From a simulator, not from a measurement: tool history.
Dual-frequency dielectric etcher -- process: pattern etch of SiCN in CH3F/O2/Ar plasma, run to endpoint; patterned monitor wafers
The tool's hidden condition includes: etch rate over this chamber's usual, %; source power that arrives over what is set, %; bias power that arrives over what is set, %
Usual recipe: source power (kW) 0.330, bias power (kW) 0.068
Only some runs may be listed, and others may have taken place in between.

| run | day | source power (kW) | bias power (kW) | wafers since the last listed run | hours since the last wet clean | hours since the last source power generator calibration | hours since the last bias power generator calibration | hours since the last upper electrode change | incoming incoming film thickness, nm | endpoint time (s) |
|---|---|---|---|---|---|---|---|---|---|---|
| 1 | 0.000 | 0.330 | 0.068 | 0 | 218.9 | 2905.2 | 1843.4 | 4390.3 | 12.06 | 34.6 |
| 2 | 1.821 | 0.330 | 0.068 | 652 | 262.6 | 2948.9 | 1887.1 | 4434.0 | 11.91 | 33.9 |
|  | 9.708 | wet clean of the chamber |
| 3 | 9.729 | 0.330 | 0.068 | 2475 | 0.5 | 3138.7 | 2076.9 | 4623.8 | 11.90 | 34.3 |
| 4 | 11.617 | 0.330 | 0.068 | 676 | 45.8 | 3184.0 | 2122.2 | 4669.1 | 11.78 | 33.9 |
| 5 | 14.312 | 0.330 | 0.079 | 965 | 110.5 | 3248.7 | 2186.9 | 4733.8 | 12.11 | 33.0 |
| 6 | 16.388 | 0.330 | 0.079 | 743 | 160.3 | 3298.5 | 2236.7 | 4783.6 | 12.02 | 32.8 |
|  | 17.704 | bias power generator calibrated |
| 7 | 18.775 | 0.330 | 0.079 | 795 | 217.6 | 3355.8 | 25.7 | 4840.9 | 11.91 | 32.3 |
| 8 | 21.142 | 0.330 | 0.068 | 848 | 274.4 | 3412.6 | 82.5 | 4897.7 | 11.96 | 34.0 |
|  | 24.904 | upper electrode replaced |
| 9 | 24.925 | 0.330 | 0.068 | 997 | 365.2 | 3503.4 | 173.3 | 0.5 | 12.09 | 34.1 |
| 10 | 26.417 | 0.330 | 0.068 | 534 | 401.0 | 3539.2 | 209.1 | 36.3 | 12.01 | 33.7 |
|  | 28.754 | source power generator calibrated |
|  | 30.321 | wet clean of the chamber |
| 11 | 34.583 | 0.330 | 0.068 | 2508 | 102.3 | 139.9 | 405.1 | 232.3 | 11.88 | 34.1 |
| 12 | 36.242 | 0.330 | 0.068 | 594 | 142.1 | 179.7 | 444.9 | 272.1 | 12.12 | 34.8 |
| 13 | 37.833 | 0.250 | 0.080 | 570 | 180.3 | 217.9 | 483.1 | 310.3 | 11.95 | 37.3 |
| 14 | 39.408 | 0.250 | 0.059 | 564 | 218.1 | 255.7 | 520.9 | 348.1 | 12.10 | 40.8 |
| 15 | 42.017 | 0.290 | 0.068 | 934 | 280.7 | 318.3 | 583.5 | 410.7 | 12.11 | 36.5 |
| 16 | 44.942 | 0.260 | 0.082 | 1048 | 350.9 | 388.5 | 653.7 | 480.9 | 12.03 | 35.8 |
| 17 | 47.771 | 0.390 | 0.077 | 1013 | 418.8 | 456.4 | 721.6 | 548.8 | 12.03 | 30.2 |
| 18 | 49.696 | 0.390 | 0.068 | 689 | 465.0 | 502.6 | 767.8 | 595.0 | 11.95 | 31.1 |
| 19 | 51.258 | 0.280 | 0.084 | 559 | 502.5 | 540.1 | 805.3 | 632.5 | 11.99 | 33.9 |
|  | 52.492 | wet clean of the chamber |
| 20 | 52.908 | 0.400 | 0.057 | 232 | 10.0 | 579.7 | 844.9 | 672.1 | 11.94 | 33.2 |
| 21 | 53.946 | 0.330 | 0.068 | 371 | 34.9 | 604.6 | 869.8 | 697.0 | 12.07 | 34.6 |
| 22 | 56.633 | 0.330 | 0.068 | 962 | 99.4 | 669.1 | 934.3 | 761.5 | 11.92 | 34.2 |

Each row is a separate what-if for the run after 22, all from the same tool condition, not one after another. Results?
| A | 56.650 | 0.330 | 0.073 | 5 | 99.8 | 669.5 | 934.7 | 761.9 | 12.08 | ? |
| B | 56.650 | 0.330 | 0.054 | 5 | 99.8 | 669.5 | 934.7 | 761.9 | 12.08 | ? |
| C | 56.650 | 0.280 | 0.083 | 5 | 99.8 | 669.5 | 934.7 | 761.9 | 12.08 | ? |
| D | 56.650 | 0.330 | 0.053 | 5 | 99.8 | 669.5 | 934.7 | 761.9 | 12.08 | ? |
| E | 56.650 | 0.280 | 0.063 | 5 | 99.8 | 669.5 | 934.7 | 761.9 | 12.08 | ? |

| run | endpoint time (s) |
|---|---|
| A | 33.7 |
| B | 36.8 |
| C | 34.9 |
| D | 37.0 |
| E | 38.0 |
Had the tool no hidden state, the same runs would have come out as:
| run | endpoint time (s) |
|---|---|
| A | 34.1 |
| B | 37.2 |
| C | 35.3 |
| D | 37.4 |
| E | 38.4 |

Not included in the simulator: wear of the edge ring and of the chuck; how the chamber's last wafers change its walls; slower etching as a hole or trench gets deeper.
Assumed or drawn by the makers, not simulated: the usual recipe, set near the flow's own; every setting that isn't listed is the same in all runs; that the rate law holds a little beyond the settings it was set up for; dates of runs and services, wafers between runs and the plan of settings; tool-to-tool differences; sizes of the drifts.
